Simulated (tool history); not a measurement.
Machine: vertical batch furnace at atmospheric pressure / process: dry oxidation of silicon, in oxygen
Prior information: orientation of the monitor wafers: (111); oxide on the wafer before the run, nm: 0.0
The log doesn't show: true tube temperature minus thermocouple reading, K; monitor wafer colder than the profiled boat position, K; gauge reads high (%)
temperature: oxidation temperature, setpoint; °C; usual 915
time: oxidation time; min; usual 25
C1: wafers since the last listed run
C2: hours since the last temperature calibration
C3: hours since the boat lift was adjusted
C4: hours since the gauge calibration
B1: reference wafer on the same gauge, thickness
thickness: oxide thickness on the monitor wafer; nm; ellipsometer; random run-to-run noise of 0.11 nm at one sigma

{"run": 1, "hour": 0.0, "temperature": 897, "time": 33, "C1": 0, "C2": 1064.5, "C3": 700.4, "C4": 416.1, "B1": 22.16, "thickness": 19.62}
{"run": 2, "hour": 55.6, "temperature": 897, "time": 33, "C1": 691, "C2": 1120.1, "C3": 756, "C4": 471.7, "B1": 22.17, "thickness": 19.75}
{"run": 3, "hour": 107.7, "temperature": 922, "time": 25, "C1": 647, "C2": 1172.2, "C3": 808.1, "C4": 523.8, "B1": 22.2, "thickness": 20.92}
{"run": 4, "hour": 156.1, "temperature": 922, "time": 25, "C1": 601, "C2": 1220.6, "C3": 856.5, "C4": 572.2, "B1": 22.15, "thickness": 20.92}
{"run": 5, "hour": 260.9, "temperature": 922, "time": 25, "C1": 1303, "C2": 1325.4, "C3": 961.3, "C4": 677, "B1": 22.14, "thickness": 20.86}
{"run": 6, "hour": 300.3, "temperature": 933, "time": 17.5, "C1": 489, "C2": 1364.8, "C3": 1000.7, "C4": 716.4, "B1": 22.18, "thickness": 18.13}
{"run": 7, "hour": 408.2, "temperature": 933, "time": 17.5, "C1": 1341, "C2": 1472.7, "C3": 1108.6, "C4": 824.3, "B1": 22.16, "thickness": 17.93}
{"run": 8, "hour": 504.2, "temperature": 933, "time": 17.5, "C1": 1193, "C2": 1568.7, "C3": 1204.6, "C4": 920.3, "B1": 22.25, "thickness": 18.09}
{"run": 9, "hour": 556.8, "temperature": 915, "time": 25, "C1": 654, "C2": 1621.3, "C3": 1257.2, "C4": 972.9, "B1": 22.19, "thickness": 19.33}
{"run": 10, "hour": 598.1, "temperature": 915, "time": 25, "C1": 513, "C2": 1662.6, "C3": 1298.5, "C4": 1014.2, "B1": 22.21, "thickness": 19.19}
{"run": 11, "hour": 665.0, "temperature": 904, "time": 34.5, "C1": 831, "C2": 1729.5, "C3": 1365.4, "C4": 1081.1, "B1": 22.24, "thickness": 21.4}
{"run": 12, "hour": 740.8, "temperature": 897, "time": 33, "C1": 942, "C2": 1805.3, "C3": 1441.2, "C4": 1156.9, "B1": 22.27, "thickness": 19.65}
{"hour": 801.6, "done": "boat lift adjusted"}
{"hour": 808.2, "done": "gauge calibrated"}
{"hour": 815.9, "done": "thermocouples replaced and temperature profile calibrated"}
{"run": 13, "hour": 816.4, "temperature": 896, "time": 13, "C1": 463, "C2": 0.5, "C3": 14.8, "C4": 8.2, "B1": 22.2, "thickness": 9.56}
{"run": 14, "hour": 868.3, "temperature": 926, "time": 15.5, "C1": 645, "C2": 52.4, "C3": 66.7, "C4": 60.1, "B1": 22.19, "thickness": 14.89}
{"hour": 1094.9, "done": "boat lift adjusted, repeated, since the last time left the tool worse"}
{"run": 15, "hour": 1104.4, "temperature": 908, "time": 13.5, "C1": 2637, "C2": 288.5, "C3": 9.5, "C4": 296.2, "B1": 22.24, "thickness": 11.85}
{"run": 16, "hour": 1191.2, "temperature": 915, "time": 25, "C1": 1079, "C2": 375.3, "C3": 96.3, "C4": 383, "B1": 22.22, "thickness": 19.72}
{"run": 17, "hour": 1245.9, "temperature": 940, "time": 25, "C1": 680, "C2": 430, "C3": 151, "C4": 437.7, "B1": 22.16, "thickness": 24.58}
{"run": 18, "hour": 1309.5, "temperature": 926, "time": 25, "C1": 790, "C2": 493.6, "C3": 214.6, "C4": 501.3, "B1": 22.16, "thickness": 21.74}
{"run": 19, "hour": 1351.0, "temperature": 896, "time": 21, "C1": 516, "C2": 535.1, "C3": 256.1, "C4": 542.8, "B1": 22.23, "thickness": 14.1}
{"run": 20, "hour": 1426.7, "temperature": 925, "time": 25, "C1": 941, "C2": 610.8, "C3": 331.8, "C4": 618.5, "B1": 22.16, "thickness": 21.77}
{"run": 21, "hour": 1466.5, "temperature": 891, "time": 25, "C1": 494, "C2": 650.6, "C3": 371.6, "C4": 658.3, "B1": 22.2, "thickness": 15.08}

3 options for the next run, each taken on its own from the tool as it stands now. Forecast them:
{"run": "A", "hour": 1470.5, "temperature": 915, "time": 25, "C1": 49, "C2": 654.6, "C3": 375.6, "C4": 662.3, "B1": "?", "thickness": "?"}
{"run": "B", "hour": 1470.5, "temperature": 915, "time": 16.5, "C1": 49, "C2": 654.6, "C3": 375.6, "C4": 662.3, "B1": "?", "thickness": "?"}
{"run": "C", "hour": 1470.5, "temperature": 915, "time": 31.5, "C1": 49, "C2": 654.6, "C3": 375.6, "C4": 662.3, "B1": "?", "thickness": "?"}

run=A B1=22.2 thickness=19.5
run=B B1=22.2 thickness=14.56
run=C B1=22.2 thickness=22.92
Take away the tool's hidden state, keep each run's random variation, and the runs would have read:
run=A thickness=19.65
run=B thickness=14.67
run=C thickness=23.08
